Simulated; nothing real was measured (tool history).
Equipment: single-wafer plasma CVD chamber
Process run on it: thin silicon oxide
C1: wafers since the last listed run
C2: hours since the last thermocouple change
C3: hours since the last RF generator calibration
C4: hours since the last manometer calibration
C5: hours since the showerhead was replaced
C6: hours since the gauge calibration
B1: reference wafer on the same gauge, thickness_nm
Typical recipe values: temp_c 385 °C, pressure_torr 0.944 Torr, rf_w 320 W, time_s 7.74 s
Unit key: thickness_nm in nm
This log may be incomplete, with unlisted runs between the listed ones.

run 1 hour=0 | temp_c=385 pressure_torr=0.944 rf_w=320 time_s=7.74 | C1=0 C2=1285.2 C3=1959.2 C4=2352.5 C5=4737.5 C6=136.1 | B1=19.796 | thickness_nm=16.675
run 2 hour=8.6 | temp_c=385 pressure_torr=0.944 rf_w=320 time_s=7.74 | C1=263 C2=1293.8 C3=1967.8 C4=2361.1 C5=4746.1 C6=144.7 | B1=19.795 | thickness_nm=16.649
run 3 hour=16.1 | temp_c=385 pressure_torr=0.944 rf_w=320 time_s=7.74 | C1=229 C2=1301.3 C3=1975.3 C4=2368.6 C5=4753.6 C6=152.2 | B1=19.802 | thickness_nm=16.628
run 4 hour=27.2 | temp_c=385 pressure_torr=0.944 rf_w=320 time_s=7.74 | C1=340 C2=1312.4 C3=1986.4 C4=2379.7 C5=4764.7 C6=163.3 | B1=19.797 | thickness_nm=16.739
run 5 hour=44.7 | temp_c=385 pressure_torr=0.944 rf_w=320 time_s=7.74 | C1=536 C2=1329.9 C3=2003.9 C4=2397.2 C5=4782.2 C6=180.8 | B1=19.793 | thickness_nm=16.669
run 6 hour=57.1 | temp_c=385 pressure_torr=0.944 rf_w=320 time_s=7.74 | C1=380 C2=1342.3 C3=2016.3 C4=2409.6 C5=4794.6 C6=193.2 | B1=19.796 | thickness_nm=16.618
run 7 hour=68.6 | temp_c=385 pressure_torr=0.944 rf_w=320 time_s=8.35 | C1=352 C2=1353.8 C3=2027.8 C4=2421.1 C5=4806.1 C6=204.7 | B1=19.821 | thickness_nm=17.963
run 8 hour=77.6 | temp_c=385 pressure_torr=0.944 rf_w=320 time_s=8.35 | C1=275 C2=1362.8 C3=2036.8 C4=2430.1 C5=4815.1 C6=213.7 | B1=19.792 | thickness_nm=17.958
run 9 hour=92.9 | temp_c=385 pressure_torr=0.944 rf_w=320 time_s=8.72 | C1=468 C2=1378.1 C3=2052.1 C4=2445.4 C5=4830.4 C6=229 | B1=19.792 | thickness_nm=18.78
-- hour=113.9 gauge calibrated
run 10 hour=129.8 | temp_c=385 pressure_torr=0.944 rf_w=320 time_s=7.74 | C1=1131 C2=1415 C3=2089 C4=2482.3 C5=4867.3 C6=15.9 | B1=19.805 | thickness_nm=16.671
-- hour=145.6 showerhead replaced
run 11 hour=146.1 | temp_c=385 pressure_torr=0.944 rf_w=320 time_s=7.74 | C1=254 C2=1431.3 C3=2105.3 C4=2498.6 C5=0.5 C6=32.2 | B1=19.805 | thickness_nm=16.741
run 12 hour=155.5 | temp_c=385 pressure_torr=0.944 rf_w=320 time_s=7.74 | C1=288 C2=1440.7 C3=2114.7 C4=2508 C5=9.9 C6=41.6 | B1=19.778 | thickness_nm=16.621
run 13 hour=168.2 | temp_c=385 pressure_torr=0.944 rf_w=320 time_s=7.74 | C1=389 C2=1453.4 C3=2127.4 C4=2520.7 C5=22.6 C6=54.3 | B1=19.768 | thickness_nm=16.658
run 14 hour=180.6 | temp_c=385 pressure_torr=0.944 rf_w=370 time_s=7.26 | C1=380 C2=1465.8 C3=2139.8 C4=2533.1 C5=35 C6=66.7 | B1=19.781 | thickness_nm=16.864

Estimate the outcome of run 15 from the log above:
-- hour=196.6 capacitance manometer re-zeroed and calibrated
run 15 hour=197.5 | temp_c=393 pressure_torr=1.042 rf_w=340 time_s=8.19 | C1=272 C2=1482.7 C3=2156.7 C4=0.9 C5=51.9 C6=83.6 | B1=? | thickness_nm=?

Run 15 measured B1 19.806, thickness_nm 19.582 nm.
With no hidden state in the tool, this same run would have given thickness_nm 19.582 nm.
